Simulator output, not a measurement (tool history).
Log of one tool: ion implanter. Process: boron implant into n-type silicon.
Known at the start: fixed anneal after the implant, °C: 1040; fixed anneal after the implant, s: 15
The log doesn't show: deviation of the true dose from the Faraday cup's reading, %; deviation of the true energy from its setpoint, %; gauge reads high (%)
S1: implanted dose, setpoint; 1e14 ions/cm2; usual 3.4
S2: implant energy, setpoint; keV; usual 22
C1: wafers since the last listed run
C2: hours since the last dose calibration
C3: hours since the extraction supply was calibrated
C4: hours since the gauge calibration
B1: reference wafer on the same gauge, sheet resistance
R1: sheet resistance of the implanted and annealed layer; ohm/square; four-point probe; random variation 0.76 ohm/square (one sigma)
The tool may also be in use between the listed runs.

run,hour,S1,S2,C1,C2,C3,C4,B1,R1
1,0,3.4,26,0,521.1,5183.6,1425.4,298.95,272.99
2,91.5,3.4,26,1665,612.6,5275.1,1516.9,299.15,272.01
# hour 161.7: Faraday cup replaced and dose calibrated
3,166.5,3.4,26,1219,4.8,5350.1,1591.9,299.1,274.13
4,211.1,3.99,19.5,811,49.4,5394.7,1636.5,298.82,247.84
5,273.1,3.4,22,1128,111.4,5456.7,1698.5,299.53,278.34
6,367,3.4,22,1709,205.3,5550.6,1792.4,298.55,279.6
7,472.8,3.4,22,1926,311.1,5656.4,1898.2,299.05,278.1
8,515.4,3.4,22,775,353.7,5699,1940.8,298.85,278.61
9,572.8,3.4,22,1044,411.1,5756.4,1998.2,299.09,278.26
# hour 742.6: Faraday cup replaced and dose calibrated
10,813.6,3.4,22,4238,71,5997.2,2239,298.98,280.21
11,894.2,3.4,22,1467,151.6,6077.8,2319.6,298.91,277.47
12,963,3.4,17.5,1252,220.4,6146.6,2388.4,298.66,285.35
13,1070.3,3.4,22,1953,327.7,6253.9,2495.7,298.88,278.98
14,1125.5,3.4,22,1004,382.9,6309.1,2550.9,298.81,278.85
15,1292.4,3.4,18,3038,549.8,6476,2717.8,299.17,284.44
16,1376.9,3.4,18,1538,634.3,6560.5,2802.3,298.93,285.1
17,1451.6,3.4,22,1359,709,6635.2,2877,299.57,278.21
# hour 1470: Faraday cup replaced and dose calibrated
18,1499.8,3.4,22,731,29.8,6683.4,2925.2,298.9,278.21
# hour 1549.6: extraction supply calibrated
19,1558.9,3.4,22,930,88.9,9.3,2984.3,298.58,278.65
# hour 1620.8: gauge calibrated
20,1641.9,3.4,22,1511,171.9,92.3,21.1,298.86,277.32
21,1798.8,4.14,24.5,2856,328.8,249.2,178,298.82,233.64
22,1932.6,3.82,14.5,2435,462.6,383,311.8,298.97,265.71
23,1981.8,2.45,28,895,511.8,432.2,361,298.69,352.31
# hour 2063.2: Faraday cup replaced and dose calibrated
24,2063.7,3.4,15,1345,0.5,514.1,442.9,298.86,292.38
25,2258.1,3.4,19,3539,194.9,708.5,637.3,299.08,282.33
26,2308.6,3.76,22,919,245.4,759,687.8,299.12,256.47
27,2388.4,2.82,17.5,1452,325.2,838.8,767.6,299.2,332.91
28,2491.1,2.54,25,1869,427.9,941.5,870.3,299.15,348.93
29,2545.7,4.11,28.5,994,482.5,996.1,924.9,299.14,231.51
# hour 2670.8: Faraday cup replaced and dose calibrated
30,2756.4,2.66,24.5,3690,85.6,1206.8,1135.6,299.17,336.07
31,3049,2.4,19.5,5326,378.2,1499.4,1428.2,298.9,376.58
32,3143.4,3.4,22,1718,472.6,1593.8,1522.6,298.97,279.41
33,3237,3.4,25.5,1704,566.2,1687.4,1616.2,299.19,274.52

The tool's hidden state at each run:
deviation of the true dose from the Faraday cup's reading, %: 0 in every run
deviation of the true energy from its setpoint, %: 0 in every run
gauge reads high (%): 0 in every run
